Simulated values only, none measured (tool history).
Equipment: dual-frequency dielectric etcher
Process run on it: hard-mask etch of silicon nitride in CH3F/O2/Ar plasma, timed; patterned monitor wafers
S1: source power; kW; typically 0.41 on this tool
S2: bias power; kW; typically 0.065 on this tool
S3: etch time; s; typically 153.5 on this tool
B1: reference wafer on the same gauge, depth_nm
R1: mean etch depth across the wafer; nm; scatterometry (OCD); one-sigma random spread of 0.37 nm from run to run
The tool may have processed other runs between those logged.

run 1 hour=0 | S1=0.41 S2=0.065 S3=153.5 | B1=95 | R1=109.3
run 2 hour=7.8 | S1=0.41 S2=0.065 S3=153.5 | B1=94.9 | R1=109.2
run 3 hour=17.6 | S1=0.41 S2=0.065 S3=153.5 | B1=94.9 | R1=109.4
run 4 hour=28.7 | S1=0.41 S2=0.065 S3=153.5 | B1=95.1 | R1=108.3
run 5 hour=64.5 | S1=0.41 S2=0.065 S3=153.5 | B1=94.9 | R1=109.7
run 6 hour=82 | S1=0.41 S2=0.065 S3=153.5 | B1=95 | R1=109.9
run 7 hour=92.7 | S1=0.41 S2=0.065 S3=153.5 | B1=95.1 | R1=109.7
run 8 hour=108.6 | S1=0.41 S2=0.065 S3=168 | B1=94.9 | R1=119.7
-- hour=138 upper electrode replaced
run 9 hour=138.5 | S1=0.41 S2=0.065 S3=168 | B1=94.9 | R1=119.9
run 10 hour=138.8 | S1=0.41 S2=0.065 S3=168 | B1=95.2 | R1=119.7
run 11 hour=148.8 | S1=0.41 S2=0.065 S3=153.5 | B1=95 | R1=109.7
-- hour=159.7 bias power generator calibrated
run 12 hour=160.2 | S1=0.41 S2=0.065 S3=153.5 | B1=95 | R1=109.5
-- hour=172.6 source power generator calibrated
run 13 hour=173.1 | S1=0.41 S2=0.065 S3=153.5 | B1=94.8 | R1=110.2
run 14 hour=185.1 | S1=0.46 S2=0.075 S3=177.5 | B1=94.9 | R1=138.3
-- hour=220.7 wet clean of the chamber
run 15 hour=221.2 | S1=0.49 S2=0.073 S3=153.5 | B1=95 | R1=109
run 16 hour=221.6 | S1=0.41 S2=0.065 S3=197 | B1=95 | R1=126.9
run 17 hour=223.2 | S1=0.41 S2=0.065 S3=153.5 | B1=95 | R1=98.9
run 18 hour=229.6 | S1=0.32 S2=0.051 S3=123 | B1=94.9 | R1=68.5
run 19 hour=271.1 | S1=0.46 S2=0.05 S3=174.5 | B1=95 | R1=108.8
run 20 hour=286 | S1=0.33 S2=0.065 S3=184.5 | B1=95.2 | R1=112.1
-- hour=298.8 gauge calibrated
-- hour=312.9 wet clean of the chamber, repeated, since the last time left the tool worse
run 21 hour=313.4 | S1=0.41 S2=0.065 S3=153.5 | B1=95 | R1=106
run 22 hour=313.8 | S1=0.41 S2=0.065 S3=153.5 | B1=95.1 | R1=106.7
run 23 hour=326.6 | S1=0.35 S2=0.08 S3=193.5 | B1=95 | R1=136.2
run 24 hour=340.8 | S1=0.33 S2=0.081 S3=199 | B1=94.8 | R1=137.3
run 25 hour=347.2 | S1=0.41 S2=0.053 S3=153.5 | B1=94.9 | R1=100.4
run 26 hour=379.4 | S1=0.38 S2=0.061 S3=195 | B1=95 | R1=129.4

Consider 5 possible next runs. They are alternatives, not a sequence: every one starts from the tool as it was left by run 26. What does each give?
run A hour=379.9 | S1=0.41 S2=0.051 S3=153.5 | B1=? | R1=?
run B hour=379.9 | S1=0.46 S2=0.065 S3=153.5 | B1=? | R1=?
run C hour=379.9 | S1=0.5 S2=0.065 S3=124.5 | B1=? | R1=?
run D hour=379.9 | S1=0.5 S2=0.065 S3=153.5 | B1=? | R1=?
run E hour=379.9 | S1=0.33 S2=0.071 S3=124 | B1=? | R1=?

run=A B1=94.9 R1=99.6
run=B B1=94.9 R1=111.1
run=C B1=94.9 R1=92.7
run=D B1=94.9 R1=114.3
run=E B1=94.9 R1=82.6
Take away the tool's hidden state, keep each run's random variation, and the runs would have read:
run=A R1=99.5
run=B R1=111
run=C R1=92.6
run=D R1=114.2
run=E R1=82.5
